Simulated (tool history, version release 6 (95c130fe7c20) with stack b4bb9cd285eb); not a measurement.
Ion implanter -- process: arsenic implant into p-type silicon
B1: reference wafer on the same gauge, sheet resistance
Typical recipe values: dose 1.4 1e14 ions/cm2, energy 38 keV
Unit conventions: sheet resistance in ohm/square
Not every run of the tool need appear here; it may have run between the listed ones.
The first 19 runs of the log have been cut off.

Run 20, hour 240.2: usual settings but dose 1.72 1e14 ions/cm2, energy 45.5 keV; B1 371.16. Result: sheet resistance 383.58 ohm/square.
Run 21, hour 248: usual settings; B1 370.94. Result: sheet resistance 454.62 ohm/square.
Run 22, hour 256.3: usual settings but dose 1.03 1e14 ions/cm2; B1 371.07. Result: sheet resistance 560.54 ohm/square.
Run 23, hour 264: usual settings; B1 371.01. Result: sheet resistance 455.54 ohm/square.
Run 24, hour 279.6: usual settings but dose 1.2 1e14 ions/cm2, energy 25 keV; B1 370.71. Result: sheet resistance 545.17 ohm/square.
Run 25, hour 294.3: usual settings; B1 370.79. Result: sheet resistance 453.04 ohm/square.
Run 26, hour 319.8: usual settings but dose 1.53 1e14 ions/cm2, energy 30 keV; B1 371.11. Result: sheet resistance 447.42 ohm/square.
At hour 343.2: extraction supply calibrated.
Run 27, hour 343.7: usual settings but dose 1.58 1e14 ions/cm2, energy 29 keV; B1 371.11. Result: sheet resistance 437.62 ohm/square.
At hour 352.5: Faraday cup replaced and dose calibrated.
Run 28, hour 353: usual settings but dose 1.01 1e14 ions/cm2, energy 49 keV; B1 370.9. Result: sheet resistance 542.13 ohm/square.
Run 29, hour 363.3: usual settings; B1 371.06. Result: sheet resistance 452.88 ohm/square.
Run 30, hour 379.9: usual settings but dose 0.99 1e14 ions/cm2, energy 51 keV; B1 371.02. Result: sheet resistance 543.01 ohm/square.
Run 31, hour 395: usual settings but dose 1.74 1e14 ions/cm2; B1 370.93. Result: sheet resistance 390.32 ohm/square.
Run 32, hour 401.2: usual settings but energy 29 keV; B1 371.18. Result: sheet resistance 475.87 ohm/square.
Run 33, hour 410.7: usual settings; B1 370.84. Result: sheet resistance 453.67 ohm/square.
Run 34, hour 427.7: usual settings but dose 1.79 1e14 ions/cm2, energy 29.5 keV; B1 371.13. Result: sheet resistance 398.49 ohm/square.
Run 35, hour 436.1: usual settings; B1 371.26. Result: sheet resistance 453.4 ohm/square.
Run 36, hour 447.4: usual settings but dose 1.65 1e14 ions/cm2, energy 25 keV; B1 371.11. Result: sheet resistance 432.22 ohm/square.
Run 37, hour 460.3: usual settings but dose 1.24 1e14 ions/cm2, energy 28 keV; B1 370.94. Result: sheet resistance 524.11 ohm/square.
Run 38, hour 474.5: usual settings but dose 1.02 1e14 ions/cm2, energy 45.5 keV; B1 370.91. Result: sheet resistance 544.14 ohm/square.

Each row is a separate what-if for the run after 38, all from the same tool condition, not one after another. Results?
Run A, hour 474.9: usual settings; B1 ?. Result: sheet resistance ?.
Run B, hour 474.9: usual settings but dose 1.02 1e14 ions/cm2, energy 32.5 keV; B1 ?. Result: sheet resistance ?.
Run C, hour 474.9: usual settings but dose 1.09 1e14 ions/cm2; B1 ?. Result: sheet resistance ?.

run      B1  sheet resistance
  A  371.11            452.95
  B  371.11            579.04
  C  371.11            537.44
With the hidden condition removed and each run's random variation left untouched, the same runs would have given:
run  sheet resistance
  A            452.95
  B            579.04
  C            537.44
